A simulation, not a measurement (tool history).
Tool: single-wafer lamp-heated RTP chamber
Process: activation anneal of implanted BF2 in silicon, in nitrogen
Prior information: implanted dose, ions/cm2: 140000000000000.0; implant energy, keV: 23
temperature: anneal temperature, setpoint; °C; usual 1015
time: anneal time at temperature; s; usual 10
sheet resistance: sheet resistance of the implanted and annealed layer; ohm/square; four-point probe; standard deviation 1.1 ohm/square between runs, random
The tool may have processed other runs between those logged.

run	hour	temperature	time	wafers since the last listed run	wafers since the last pyrometer calibration	wafers since the reflector plate was cleaned	hours since the gauge calibration	read-back reference wafer on the same gauge, sheet resistance	sheet resistance
1	0.0	1015	10	0	7365	8185	959.4	665.74	711.68
# hour 20.8: pyrometer window cleaned and pyrometer calibrated
2	39.2	1015	10	681	400	8867	998.6	665.81	709.67
# hour 74.1: reflector plate cleaned
3	77.5	1015	10	661	1062	73	1036.9	665.43	710.73
4	135.2	1015	10	1260	2323	1334	1094.6	665.17	709.40
5	162.7	1015	10	600	2924	1934	1122.1	665.33	710.97
6	201.1	1015	10	838	3763	2773	1160.5	665.00	711.84
7	265.0	1015	13	1395	5159	4169	1224.4	665.04	707.60
8	305.6	1015	13	886	6046	5056	1265.0	664.71	710.47
9	353.9	1015	13	1055	7101	6111	1313.3	664.59	706.33
10	402.1	1033	10	1052	8154	7164	1361.5	664.53	708.64
# hour 419.3: pyrometer window cleaned and pyrometer calibrated
11	446.2	1033	10	788	587	7953	1405.6	664.56	707.77
# hour 477.7: reflector plate cleaned
12	516.5	1033	10	1361	1948	846	1475.9	664.29	705.65
13	548.1	1015	10	690	2638	1537	1507.5	664.04	711.13
14	588.1	1015	8	873	3512	2410	1547.5	664.09	710.57
15	643.3	1015	10	1205	4718	3616	1602.7	664.01	706.32
16	714.1	1026	10	1546	6265	5163	1673.5	663.96	707.19
17	759.3	1015	10	987	7252	6151	1718.7	664.01	708.47
18	818.6	988	10	1295	8548	7446	1778.0	663.61	714.07
19	849.3	1015	10	670	9218	8117	1808.7	663.48	708.41
# hour 871.5: pyrometer window cleaned and pyrometer calibrated
# hour 900.6: reflector plate cleaned
20	907.8	1015	10	928	617	157	1867.2	663.17	706.63
21	967.6	1007	6	1306	1923	1463	1927.0	662.91	712.54
22	1010.7	986	5	941	2865	2405	1970.1	662.94	720.17
23	1043.2	1043	8	710	3575	3115	2002.6	662.91	705.70
24	1076.2	1015	10	720	4296	3835	2035.6	662.98	707.34
25	1106.0	1002	14	651	4947	4487	2065.4	662.72	707.23
# hour 1220.0: pyrometer window cleaned and pyrometer calibrated
26	1232.5	1015	10	2588	273	7075	2191.9	662.59	706.99
# hour 1259.7: reflector plate cleaned
27	1296.1	1015	12	1214	1487	795	2255.5	662.64	707.32
28	1450.3	1024	13	3368	4856	4164	2409.7	661.86	703.72
# hour 1465.7: gauge calibrated
29	1487.3	1000	10	808	5664	4972	21.6	667.53	714.66
30	1557.6	1015	16	1535	7200	6508	91.9	667.27	709.04
# hour 1669.0: pyrometer window cleaned and pyrometer calibrated
# hour 1709.8: reflector plate cleaned
31	1735.4	1036	7	3534	1275	560	269.7	666.66	712.54
32	1794.8	1029	8	1297	2573	1857	329.1	666.74	711.64
33	1963.2	1041	5	3678	6252	5536	497.5	666.33	712.83
34	1987.7	1040	10	535	6787	6072	522.0	666.22	705.75

For each run, what was the tool's unlogged condition?
true wafer temperature minus pyrometer reading, K: 0, the same for each run
wafer temperature error from the tarnished reflector plate, K: 0, the same for each run
H1: gauge reads high (%)
run	H1
1	-0.356
2	-0.371
3	-0.385
4	-0.407
5	-0.418
6	-0.432
7	-0.456
8	-0.472
9	-0.49
10	-0.508
11	-0.525
12	-0.552
13	-0.564
14	-0.579
15	-0.6
16	-0.627
17	-0.644
18	-0.666
19	-0.678
20	-0.7
21	-0.723
22	-0.739
23	-0.751
24	-0.764
25	-0.775
26	-0.823
27	-0.847
28	-0.906
29	-0.0795
30	-0.106
31	-0.174
32	-0.196
33	-0.26
34	-0.269
